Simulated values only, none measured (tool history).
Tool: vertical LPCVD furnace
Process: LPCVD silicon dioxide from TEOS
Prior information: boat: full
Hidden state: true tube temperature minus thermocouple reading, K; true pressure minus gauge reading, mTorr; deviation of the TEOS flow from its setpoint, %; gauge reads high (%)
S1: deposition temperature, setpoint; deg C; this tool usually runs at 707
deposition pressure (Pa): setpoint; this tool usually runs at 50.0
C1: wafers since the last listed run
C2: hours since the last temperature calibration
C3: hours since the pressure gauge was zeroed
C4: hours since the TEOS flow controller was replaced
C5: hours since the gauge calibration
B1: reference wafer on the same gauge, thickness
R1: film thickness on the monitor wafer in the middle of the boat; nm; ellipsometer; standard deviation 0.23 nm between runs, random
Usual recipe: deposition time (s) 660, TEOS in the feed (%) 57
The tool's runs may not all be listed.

run 1 hour=0.0 | S1=707 deposition_pressure_(Pa)=50.0 deposition_time_(s)=660 TEOS_in_the_feed_(%)=57 | C1=0 C2=513.3 C3=2776.2 C4=4706.9 C5=2046.5 | B1=78.82 | R1=94.64
run 2 hour=82.1 | S1=707 deposition_pressure_(Pa)=50.0 deposition_time_(s)=600 TEOS_in_the_feed_(%)=54 | C1=920 C2=595.4 C3=2858.3 C4=4789.0 C5=2128.6 | B1=78.81 | R1=84.14
run 3 hour=189.4 | S1=707 deposition_pressure_(Pa)=50.0 deposition_time_(s)=600 TEOS_in_the_feed_(%)=54 | C1=1202 C2=702.7 C3=2965.6 C4=4896.3 C5=2235.9 | B1=78.87 | R1=84.30
run 4 hour=268.5 | S1=707 deposition_pressure_(Pa)=50.0 deposition_time_(s)=660 TEOS_in_the_feed_(%)=57 | C1=886 C2=781.8 C3=3044.7 C4=4975.4 C5=2315.0 | B1=78.80 | R1=95.04
run 5 hour=336.1 | S1=715 deposition_pressure_(Pa)=50.0 deposition_time_(s)=660 TEOS_in_the_feed_(%)=57 | C1=757 C2=849.4 C3=3112.3 C4=5043.0 C5=2382.6 | B1=78.82 | R1=114.45
-- hour=416.4 pressure gauge zeroed
run 6 hour=416.9 | S1=715 deposition_pressure_(Pa)=50.0 deposition_time_(s)=660 TEOS_in_the_feed_(%)=57 | C1=636 C2=930.2 C3=0.5 C4=5123.8 C5=2463.4 | B1=78.80 | R1=114.47
run 7 hour=438.3 | S1=715 deposition_pressure_(Pa)=50.0 deposition_time_(s)=660 TEOS_in_the_feed_(%)=57 | C1=239 C2=951.6 C3=21.9 C4=5145.2 C5=2484.8 | B1=78.81 | R1=114.35
run 8 hour=475.4 | S1=707 deposition_pressure_(Pa)=44.7 deposition_time_(s)=780 TEOS_in_the_feed_(%)=57 | C1=415 C2=988.7 C3=59.0 C4=5182.3 C5=2521.9 | B1=78.79 | R1=106.13
run 9 hour=551.5 | S1=707 deposition_pressure_(Pa)=44.7 deposition_time_(s)=780 TEOS_in_the_feed_(%)=57 | C1=852 C2=1064.8 C3=135.1 C4=5258.4 C5=2598.0 | B1=78.81 | R1=105.98
run 10 hour=597.0 | S1=707 deposition_pressure_(Pa)=44.7 deposition_time_(s)=780 TEOS_in_the_feed_(%)=57 | C1=509 C2=1110.3 C3=180.6 C4=5303.9 C5=2643.5 | B1=78.82 | R1=106.35
run 11 hour=641.6 | S1=707 deposition_pressure_(Pa)=47.3 deposition_time_(s)=660 TEOS_in_the_feed_(%)=65 | C1=499 C2=1154.9 C3=225.2 C4=5348.5 C5=2688.1 | B1=78.84 | R1=98.45
run 12 hour=686.2 | S1=707 deposition_pressure_(Pa)=47.3 deposition_time_(s)=660 TEOS_in_the_feed_(%)=65 | C1=499 C2=1199.5 C3=269.8 C4=5393.1 C5=2732.7 | B1=78.88 | R1=98.89
run 13 hour=777.0 | S1=707 deposition_pressure_(Pa)=50.0 deposition_time_(s)=660 TEOS_in_the_feed_(%)=57 | C1=1017 C2=1290.3 C3=360.6 C4=5483.9 C5=2823.5 | B1=78.81 | R1=95.02
run 14 hour=825.8 | S1=707 deposition_pressure_(Pa)=45.3 deposition_time_(s)=420 TEOS_in_the_feed_(%)=64 | C1=546 C2=1339.1 C3=409.4 C4=5532.7 C5=2872.3 | B1=78.86 | R1=61.33
run 15 hour=868.5 | S1=702 deposition_pressure_(Pa)=61.3 deposition_time_(s)=660 TEOS_in_the_feed_(%)=67 | C1=478 C2=1381.8 C3=452.1 C4=5575.4 C5=2915.0 | B1=78.74 | R1=101.75
run 16 hour=921.7 | S1=696 deposition_pressure_(Pa)=60.7 deposition_time_(s)=660 TEOS_in_the_feed_(%)=47 | C1=596 C2=1435.0 C3=505.3 C4=5628.6 C5=2968.2 | B1=78.77 | R1=73.63
run 17 hour=991.1 | S1=707 deposition_pressure_(Pa)=54.7 deposition_time_(s)=750 TEOS_in_the_feed_(%)=57 | C1=777 C2=1504.4 C3=574.7 C4=5698.0 C5=3037.6 | B1=78.80 | R1=113.11
-- hour=1072.8 gauge calibrated
-- hour=1092.7 thermocouples replaced and temperature profile calibrated
run 18 hour=1093.2 | S1=702 deposition_pressure_(Pa)=46.7 deposition_time_(s)=510 TEOS_in_the_feed_(%)=52 | C1=875 C2=0.5 C3=676.8 C4=5800.1 C5=20.4 | B1=78.83 | R1=60.55
run 19 hour=1145.9 | S1=701 deposition_pressure_(Pa)=50.0 deposition_time_(s)=570 TEOS_in_the_feed_(%)=57 | C1=590 C2=53.2 C3=729.5 C4=5852.8 C5=73.1 | B1=78.82 | R1=71.57
-- hour=1180.7 TEOS flow controller replaced
run 20 hour=1206.9 | S1=707 deposition_pressure_(Pa)=46.0 deposition_time_(s)=660 TEOS_in_the_feed_(%)=68 | C1=414 C2=114.2 C3=790.5 C4=26.2 C5=134.1 | B1=78.77 | R1=99.40
run 21 hour=1278.4 | S1=707 deposition_pressure_(Pa)=50.0 deposition_time_(s)=660 TEOS_in_the_feed_(%)=57 | C1=801 C2=185.7 C3=862.0 C4=97.7 C5=205.6 | B1=78.81 | R1=95.56
run 22 hour=1339.1 | S1=707 deposition_pressure_(Pa)=50.0 deposition_time_(s)=390 TEOS_in_the_feed_(%)=57 | C1=680 C2=246.4 C3=922.7 C4=158.4 C5=266.3 | B1=78.79 | R1=56.43
run 23 hour=1421.7 | S1=714 deposition_pressure_(Pa)=46.7 deposition_time_(s)=660 TEOS_in_the_feed_(%)=65 | C1=925 C2=329.0 C3=1005.3 C4=241.0 C5=348.9 | B1=78.76 | R1=115.30
run 24 hour=1483.5 | S1=707 deposition_pressure_(Pa)=50.0 deposition_time_(s)=660 TEOS_in_the_feed_(%)=57 | C1=692 C2=390.8 C3=1067.1 C4=302.8 C5=410.7 | B1=78.83 | R1=95.02
run 25 hour=1557.6 | S1=718 deposition_pressure_(Pa)=38.7 deposition_time_(s)=660 TEOS_in_the_feed_(%)=57 | C1=830 C2=464.9 C3=1141.2 C4=376.9 C5=484.8 | B1=78.80 | R1=107.38
run 26 hour=1638.1 | S1=697 deposition_pressure_(Pa)=50.0 deposition_time_(s)=480 TEOS_in_the_feed_(%)=66 | C1=902 C2=545.4 C3=1221.7 C4=457.4 C5=565.3 | B1=78.85 | R1=59.14
run 27 hour=1723.5 | S1=697 deposition_pressure_(Pa)=38.7 deposition_time_(s)=840 TEOS_in_the_feed_(%)=57 | C1=957 C2=630.8 C3=1307.1 C4=542.8 C5=650.7 | B1=78.86 | R1=84.52
run 28 hour=1802.4 | S1=707 deposition_pressure_(Pa)=50.0 deposition_time_(s)=660 TEOS_in_the_feed_(%)=57 | C1=884 C2=709.7 C3=1386.0 C4=621.7 C5=729.6 | B1=78.78 | R1=94.78
run 29 hour=1851.4 | S1=707 deposition_pressure_(Pa)=50.0 deposition_time_(s)=660 TEOS_in_the_feed_(%)=57 | C1=549 C2=758.7 C3=1435.0 C4=670.7 C5=778.6 | B1=78.77 | R1=95.41
run 30 hour=1921.6 | S1=707 deposition_pressure_(Pa)=50.0 deposition_time_(s)=660 TEOS_in_the_feed_(%)=57 | C1=786 C2=828.9 C3=1505.2 C4=740.9 C5=848.8 | B1=78.82 | R1=95.14
run 31 hour=1968.0 | S1=700 deposition_pressure_(Pa)=45.3 deposition_time_(s)=660 TEOS_in_the_feed_(%)=65 | C1=519 C2=875.3 C3=1551.6 C4=787.3 C5=895.2 | B1=78.76 | R1=82.32
run 32 hour=2071.8 | S1=707 deposition_pressure_(Pa)=54.7 deposition_time_(s)=750 TEOS_in_the_feed_(%)=57 | C1=1163 C2=979.1 C3=1655.4 C4=891.1 C5=999.0 | B1=78.80 | R1=112.94

Each row is a separate what-if for the run after 32, all from the same tool condition, not one after another. Results?
run A hour=2076.1 | S1=707 deposition_pressure_(Pa)=50.0 deposition_time_(s)=660 TEOS_in_the_feed_(%)=57 | C1=48 C2=983.4 C3=1659.7 C4=895.4 C5=1003.3 | B1=? | R1=?
run B hour=2076.1 | S1=695 deposition_pressure_(Pa)=50.0 deposition_time_(s)=480 TEOS_in_the_feed_(%)=65 | C1=48 C2=983.4 C3=1659.7 C4=895.4 C5=1003.3 | B1=? | R1=?
run C hour=2076.1 | S1=707 deposition_pressure_(Pa)=60.0 deposition_time_(s)=660 TEOS_in_the_feed_(%)=61 | C1=48 C2=983.4 C3=1659.7 C4=895.4 C5=1003.3 | B1=? | R1=?

run=A B1=78.77 R1=95.13
run=B B1=78.77 R1=55.92
run=C B1=78.77 R1=107.80
With no hidden state in the tool, these same runs would have given:
run=A R1=95.13
run=B R1=55.92
run=C R1=107.80

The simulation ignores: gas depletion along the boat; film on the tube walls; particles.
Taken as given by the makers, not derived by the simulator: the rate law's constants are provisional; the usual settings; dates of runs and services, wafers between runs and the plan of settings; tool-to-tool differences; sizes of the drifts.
